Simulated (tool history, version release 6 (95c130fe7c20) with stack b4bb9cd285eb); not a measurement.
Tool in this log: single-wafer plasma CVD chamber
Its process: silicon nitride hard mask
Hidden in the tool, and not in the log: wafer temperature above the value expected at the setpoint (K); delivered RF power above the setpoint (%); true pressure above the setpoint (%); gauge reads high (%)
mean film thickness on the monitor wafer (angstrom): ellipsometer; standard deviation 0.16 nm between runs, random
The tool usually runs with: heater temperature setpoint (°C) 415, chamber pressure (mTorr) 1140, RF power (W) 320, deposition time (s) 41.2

run	day	heater temperature setpoint (°C)	chamber pressure (mTorr)	RF power (W)	deposition time (s)	wafers since the last listed run	hours since the last thermocouple change	hours since the last RF generator calibration	hours since the last manometer calibration	hours since the showerhead was replaced	hours since the gauge calibration	read-back reference wafer on the same gauge, thickness_nm	mean film thickness on the monitor wafer (angstrom)
1	0	415	1140	320	41.2	0	82.6	1323.7	881	3566.8	631.3	51.109	478.09
# day 2.983: capacitance manometer re-zeroed and calibrated
2	3.512	415	1140	320	41.2	1711	166.9	1408	12.7	3651.1	715.6	51.176	471.83
3	6.867	415	1140	320	41.2	1805	247.4	1488.5	93.2	3731.6	796.1	51.033	467.58
4	16.929	415	1140	320	41.2	5415	488.9	1730	334.7	3973.1	1037.6	51.094	469.51
5	19.438	415	1140	320	41.2	1350	549.1	1790.2	394.9	4033.3	1097.8	51.084	468.09
# day 20.567: gauge calibrated
6	23.567	415	1140	320	41.2	2222	648.2	1889.3	494	4132.4	72	51.068	468.25
7	27.617	415	1350	320	41.2	2179	745.4	1986.5	591.2	4229.6	169.2	51.098	489.04
8	30.562	415	1070	320	41.2	1585	816.1	2057.2	661.9	4300.3	239.9	51.19	462.7
9	32.971	415	1140	320	47.1	1296	873.9	2115	719.7	4358.1	297.7	51.11	534.71
10	36.812	415	1140	320	41.2	2067	966.1	2207.2	811.9	4450.3	389.9	51.187	466.23
# day 37.529: showerhead replaced
11	40.604	415	1140	320	33.8	1861	1057.1	2298.2	902.9	73.8	480.9	51.033	383.32
# day 41.071: capacitance manometer re-zeroed and calibrated
# day 41.421: RF generator calibrated
12	42.333	426	920	320	44.9	571	1098.6	21.9	30.3	115.3	522.4	51.196	495.13
# day 43.992: thermocouple changed; heater temperature recalibrated
13	44.967	415	1140	320	41.2	1237	23.4	85.1	93.5	178.5	585.6	51.141	477.65
14	50.725	405	880	270	49.2	3099	161.6	223.3	231.7	316.7	723.8	51.162	486.04
15	53.817	402	1140	300	41.2	1663	235.8	297.5	305.9	390.9	798	51.159	463.19
16	57.917	402	1350	275	43.6	2206	334.2	395.9	404.3	489.3	896.4	51.005	476.05

Alternative continuations, all from the tool just after run 16; predict every row:
A	57.933	415	1140	370	41.2	8	334.6	396.3	404.7	489.7	896.8	?	?
B	57.933	415	890	260	37.2	8	334.6	396.3	404.7	489.7	896.8	?	?
C	57.933	427	1140	290	41.2	8	334.6	396.3	404.7	489.7	896.8	?	?

run	read-back reference wafer on the same gauge, thickness_nm	mean film thickness on the monitor wafer (angstrom)
A	51.197	525.07
B	51.197	357.52
C	51.197	447.46
What these runs would have given with no unlogged condition in the tool:
run	mean film thickness on the monitor wafer (angstrom)
A	525.94
B	358.21
C	448.27
